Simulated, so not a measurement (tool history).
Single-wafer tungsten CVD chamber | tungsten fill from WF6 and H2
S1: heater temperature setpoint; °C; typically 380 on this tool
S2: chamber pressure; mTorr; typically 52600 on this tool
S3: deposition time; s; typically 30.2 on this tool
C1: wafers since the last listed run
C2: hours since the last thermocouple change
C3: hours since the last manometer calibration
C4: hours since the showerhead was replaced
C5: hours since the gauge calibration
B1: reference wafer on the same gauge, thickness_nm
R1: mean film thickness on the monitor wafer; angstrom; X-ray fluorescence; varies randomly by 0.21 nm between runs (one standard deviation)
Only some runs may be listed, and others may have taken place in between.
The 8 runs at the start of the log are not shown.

run 9 day=8.258 | S1=380 S2=52600 S3=26.5 | C1=924 C2=1856.9 C3=1038.8 C4=3339.9 C5=711.0 | B1=84.529 | R1=731.97
-- day=11.375 showerhead replaced
run 10 day=11.717 | S1=380 S2=52600 S3=27.1 | C1=2004 C2=1939.9 C3=1121.8 C4=8.2 C5=794.0 | B1=84.475 | R1=748.33
-- day=12.433 capacitance manometer re-zeroed and calibrated
run 11 day=12.946 | S1=380 S2=52600 S3=27.1 | C1=574 C2=1969.4 C3=12.3 C4=37.7 C5=823.5 | B1=84.445 | R1=747.55
-- day=13.271 gauge calibrated
run 12 day=13.600 | S1=380 S2=52600 S3=27.1 | C1=419 C2=1985.1 C3=28.0 C4=53.4 C5=7.9 | B1=86.257 | R1=766.16
run 13 day=14.917 | S1=371 S2=59100 S3=30.2 | C1=844 C2=2016.7 C3=59.6 C4=85.0 C5=39.5 | B1=86.123 | R1=727.65
-- day=15.562 thermocouple changed; heater temperature recalibrated
run 14 day=16.400 | S1=380 S2=52600 S3=30.2 | C1=737 C2=20.1 C3=95.2 C4=120.6 C5=75.1 | B1=85.943 | R1=849.11
run 15 day=17.129 | S1=380 S2=52600 S3=30.2 | C1=467 C2=37.6 C3=112.7 C4=138.1 C5=92.6 | B1=85.880 | R1=847.52
run 16 day=17.958 | S1=384 S2=58200 S3=25.2 | C1=531 C2=57.5 C3=132.6 C4=158.0 C5=112.5 | B1=85.808 | R1=813.32
run 17 day=18.862 | S1=394 S2=52600 S3=34.0 | C1=579 C2=79.2 C3=154.3 C4=179.7 C5=134.2 | B1=85.676 | R1=1287.81

Run 18, settings as shown, results not yet in. Your forecast:
run 18 day=19.388 | S1=380 S2=52600 S3=30.2 | C1=336 C2=91.8 C3=166.9 C4=192.3 C5=146.8 | B1=? | R1=?

Run 18 measured B1 85.599, R1 850.24 angstrom.
Without the tool's hidden state the same run would have given R1 857.93 angstrom.

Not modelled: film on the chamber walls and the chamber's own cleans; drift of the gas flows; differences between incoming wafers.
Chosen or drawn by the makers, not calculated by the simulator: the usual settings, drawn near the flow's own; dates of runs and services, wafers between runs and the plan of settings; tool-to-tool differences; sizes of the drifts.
